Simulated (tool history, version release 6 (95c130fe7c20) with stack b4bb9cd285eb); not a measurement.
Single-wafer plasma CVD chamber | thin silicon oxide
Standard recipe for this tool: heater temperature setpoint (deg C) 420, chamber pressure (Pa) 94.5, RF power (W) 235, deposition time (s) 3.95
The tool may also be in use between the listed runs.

run	day	heater temperature setpoint (deg C)	chamber pressure (Pa)	RF power (W)	deposition time (s)	read-back reference wafer on the same gauge, thickness_nm	mean film thickness on the monitor wafer (nm)
1	0	417	94.5	235	3.95	6.255	5.82
2	2.929	417	94.5	235	3.95	6.264	5.867
3	4.858	417	94.5	235	3.95	6.259	5.827
4	8.579	428	94.5	235	4.43	6.264	6.438
5	10.379	428	94.5	235	4.43	6.258	6.452
6	12.992	428	94.5	235	4.43	6.255	6.455
7	15.033	430	84	235	3.95	6.26	5.367
8	18.221	430	84	235	3.95	6.26	5.335
9	20.575	420	94.5	235	3.95	6.261	5.733
10	24.521	420	94.5	235	3.95	6.26	5.755
11	28.288	420	94.5	235	3.95	6.259	5.729
12	30.067	420	94.5	235	3.95	6.264	5.735
13	33.467	420	94.5	235	3.95	6.26	5.787
14	37.621	420	94.5	235	3.95	6.256	5.764
# day 38.925: showerhead replaced
# day 40.983: gauge calibrated
15	41.662	420	77.7	235	4.52	6.262	5.863
16	43.392	420	94.5	235	3.95	6.265	5.78
# day 44.646: RF generator calibrated
17	45.338	420	109.2	210	3.95	6.259	6.174
# day 47.379: capacitance manometer re-zeroed and calibrated
18	47.975	420	109.2	235	3.95	6.258	6.745
19	49.792	420	94.5	215	3.39	6.256	5.095
20	53.929	420	94.5	235	4.46	6.26	6.894
# day 54.3: thermocouple changed; heater temperature recalibrated
21	57.146	407	94.5	235	3.95	6.258	6.13
22	60.204	420	94.5	235	4.33	6.26	6.638
23	64.238	420	94.5	235	3.95	6.258	6.007
24	66.829	420	94.5	250	4.73	6.258	7.364
25	70.371	420	94.5	235	3.95	6.259	6.003
26	72.196	424	113.5	235	3.73	6.26	6.314
27	75.95	415	73.9	235	3.95	6.265	5.186
28	79.475	420	94.5	235	3.19	6.261	4.824

Exercise: give the hidden state of the tool at every run:
wafer temperature above the value expected at the setpoint (K): 0 across all the runs
gauge reads high (%): 0 across all the runs
H1: delivered RF power above the setpoint (%)
H2: true pressure above the setpoint (%)
run	H1	H2
1	-5.71	-6.96
2	-5.97	-7.04
3	-6.12	-7.1
4	-6.39	-7.19
5	-6.51	-7.24
6	-6.66	-7.3
7	-6.77	-7.34
8	-6.93	-7.41
9	-7.03	-7.45
10	-7.19	-7.52
11	-7.31	-7.58
12	-7.36	-7.6
13	-7.45	-7.65
14	-7.55	-7.7
15	-7.63	-7.75
16	-7.66	-7.76
17	-0.774	-7.78
18	-1.39	-0.16
19	-1.78	-0.502
20	-2.57	-1.22
21	-3.1	-1.74
22	-3.54	-2.18
23	-4.05	-2.72
24	-4.34	-3.04
25	-4.68	-3.44
26	-4.84	-3.63
27	-5.14	-4
28	-5.38	-4.32
